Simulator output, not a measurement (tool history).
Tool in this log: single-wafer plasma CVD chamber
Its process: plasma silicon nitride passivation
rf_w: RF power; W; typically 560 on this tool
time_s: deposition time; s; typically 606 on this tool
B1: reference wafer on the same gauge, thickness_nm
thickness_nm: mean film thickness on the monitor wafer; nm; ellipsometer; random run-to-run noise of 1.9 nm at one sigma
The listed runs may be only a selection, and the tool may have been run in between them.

run 1 hour=0.0 | rf_w=560 time_s=606 | B1=1039.075 | thickness_nm=892.308
run 2 hour=24.5 | rf_w=560 time_s=606 | B1=1039.329 | thickness_nm=894.481
run 3 hour=48.5 | rf_w=560 time_s=606 | B1=1038.962 | thickness_nm=891.948
run 4 hour=77.1 | rf_w=605 time_s=516 | B1=1038.993 | thickness_nm=771.346
run 5 hour=101.0 | rf_w=605 time_s=516 | B1=1038.603 | thickness_nm=771.629
run 6 hour=136.2 | rf_w=560 time_s=606 | B1=1039.212 | thickness_nm=894.099
run 7 hour=161.7 | rf_w=560 time_s=606 | B1=1039.044 | thickness_nm=893.035
run 8 hour=188.5 | rf_w=560 time_s=606 | B1=1039.323 | thickness_nm=893.832
run 9 hour=206.6 | rf_w=560 time_s=606 | B1=1038.980 | thickness_nm=893.166
run 10 hour=225.4 | rf_w=560 time_s=606 | B1=1038.470 | thickness_nm=896.734
run 11 hour=252.8 | rf_w=560 time_s=606 | B1=1038.438 | thickness_nm=892.207
run 12 hour=267.8 | rf_w=560 time_s=689 | B1=1039.161 | thickness_nm=1012.109
run 13 hour=289.6 | rf_w=560 time_s=671 | B1=1038.616 | thickness_nm=987.989
run 14 hour=321.5 | rf_w=560 time_s=671 | B1=1039.112 | thickness_nm=985.575
run 15 hour=353.5 | rf_w=560 time_s=606 | B1=1038.973 | thickness_nm=894.173
run 16 hour=384.5 | rf_w=560 time_s=606 | B1=1038.815 | thickness_nm=891.138
run 17 hour=413.5 | rf_w=495 time_s=606 | B1=1039.131 | thickness_nm=873.988
run 18 hour=437.7 | rf_w=495 time_s=606 | B1=1038.829 | thickness_nm=872.496
run 19 hour=461.8 | rf_w=495 time_s=606 | B1=1039.529 | thickness_nm=874.783
-- hour=489.2 gauge calibrated
run 20 hour=496.9 | rf_w=560 time_s=606 | B1=1039.178 | thickness_nm=889.256
run 21 hour=531.7 | rf_w=455 time_s=714 | B1=1039.441 | thickness_nm=1011.542
run 22 hour=546.3 | rf_w=560 time_s=687 | B1=1039.276 | thickness_nm=1012.906
run 23 hour=559.6 | rf_w=665 time_s=501 | B1=1039.269 | thickness_nm=765.182
run 24 hour=583.5 | rf_w=520 time_s=606 | B1=1039.067 | thickness_nm=878.226
-- hour=607.3 showerhead replaced
run 25 hour=618.2 | rf_w=660 time_s=514 | B1=1038.857 | thickness_nm=783.685
run 26 hour=637.7 | rf_w=605 time_s=486 | B1=1038.926 | thickness_nm=729.448
run 27 hour=659.2 | rf_w=560 time_s=672 | B1=1038.630 | thickness_nm=993.162
run 28 hour=682.0 | rf_w=495 time_s=606 | B1=1039.300 | thickness_nm=871.557
run 29 hour=707.3 | rf_w=590 time_s=539 | B1=1038.903 | thickness_nm=801.169
run 30 hour=741.5 | rf_w=560 time_s=606 | B1=1038.769 | thickness_nm=890.214
run 31 hour=756.6 | rf_w=560 time_s=606 | B1=1038.714 | thickness_nm=892.141
-- hour=770.8 RF generator calibrated
run 32 hour=777.7 | rf_w=560 time_s=492 | B1=1038.737 | thickness_nm=724.334
run 33 hour=789.8 | rf_w=460 time_s=606 | B1=1038.781 | thickness_nm=860.571
run 34 hour=814.2 | rf_w=520 time_s=574 | B1=1038.766 | thickness_nm=834.195
run 35 hour=828.9 | rf_w=560 time_s=606 | B1=1038.503 | thickness_nm=891.883
run 36 hour=856.2 | rf_w=610 time_s=504 | B1=1039.056 | thickness_nm=752.814
run 37 hour=881.0 | rf_w=530 time_s=570 | B1=1038.884 | thickness_nm=830.746
run 38 hour=907.2 | rf_w=465 time_s=515 | B1=1038.662 | thickness_nm=733.773
run 39 hour=931.2 | rf_w=670 time_s=540 | B1=1038.955 | thickness_nm=824.690
-- hour=964.5 gauge calibrated
run 40 hour=967.0 | rf_w=625 time_s=680 | B1=1038.968 | thickness_nm=1019.964

List, for all runs, the conditions of the tool that the log does not record:
delivered RF power above the setpoint (%): 0 across all the runs
gauge reads high (%): 0 across all the runs
